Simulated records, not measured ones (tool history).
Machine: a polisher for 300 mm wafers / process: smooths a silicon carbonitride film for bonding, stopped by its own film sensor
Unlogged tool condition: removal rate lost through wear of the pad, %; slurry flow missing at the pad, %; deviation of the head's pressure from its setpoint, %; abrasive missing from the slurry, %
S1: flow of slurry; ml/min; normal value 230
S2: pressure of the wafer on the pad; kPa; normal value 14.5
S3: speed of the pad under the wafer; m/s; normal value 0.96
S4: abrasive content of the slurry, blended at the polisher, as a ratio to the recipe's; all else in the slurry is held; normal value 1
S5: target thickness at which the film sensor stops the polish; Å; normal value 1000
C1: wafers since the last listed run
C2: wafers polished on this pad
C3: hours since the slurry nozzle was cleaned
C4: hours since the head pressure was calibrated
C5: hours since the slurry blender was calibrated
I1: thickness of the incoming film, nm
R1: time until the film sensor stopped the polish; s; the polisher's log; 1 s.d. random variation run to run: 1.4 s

run   hour   S1    S2    S3  S4    S5   C1   C2     C3      C4     C5     I1     R1
  1    0.0  230  14.5  0.96   1  1000    0   57  611.9  1031.7  178.7  130.1  118.1
  2   13.4  230  14.5  0.96   1  1000  179  237  625.3  1045.1  192.1  130.0  123.1
  3   21.3  205  14.5  0.96   1  1000  106  343  633.2  1053.0  200.0  131.0  129.3
  4   36.3  230  14.5  0.96   1  1000  201  544  648.2  1068.0  215.0  130.3  125.4
  5   47.6  230  14.5  0.96   1  1000  151  696  659.5  1079.3  226.3  130.3  124.7
  6   61.2  230  14.5  0.96   1  1000  182  878  673.1  1092.9  239.9  131.4  136.0
      67.4  -- worn pad replaced by a new one
  7   70.8  230  14.5  0.80   1  1000   75   46  682.7  1102.5  249.5  132.0  140.9
  8   82.6  230  14.5  0.80   1  1000  158  204  694.5  1114.3  261.3  131.6  143.2
  9   92.2  230  14.5  0.96   1  1000  128  333  704.1  1123.9  270.9  129.4  121.0
 10  109.2  230  14.5  0.96   1  1000  228  561  721.1  1140.9  287.9  129.7  126.6
     123.2  -- slurry nozzle cleaned
     127.7  -- worn pad replaced by a new one
 11  128.2  230  16.5  0.96   1  1000  187    6    5.0  1159.9  306.9  129.6   96.5
 12  135.2  230  16.5  0.96   1  1000   93  100   12.0  1166.9  313.9  129.7  100.6
 13  169.5  230  16.5  0.96   1  1000  460  560   46.3  1201.2  348.2  129.0  100.3

Run 14, settings as shown, results not yet in. Your forecast:
 14  182.7  280  17.9  0.96   1  1000  177  737  59.5  1214.4  361.4  128.7   ?

{"run 14": {"R1": 92.8}}
If the tool had no hidden condition, the same run with the same run-to-run variation would have returned R1 85.1 s.
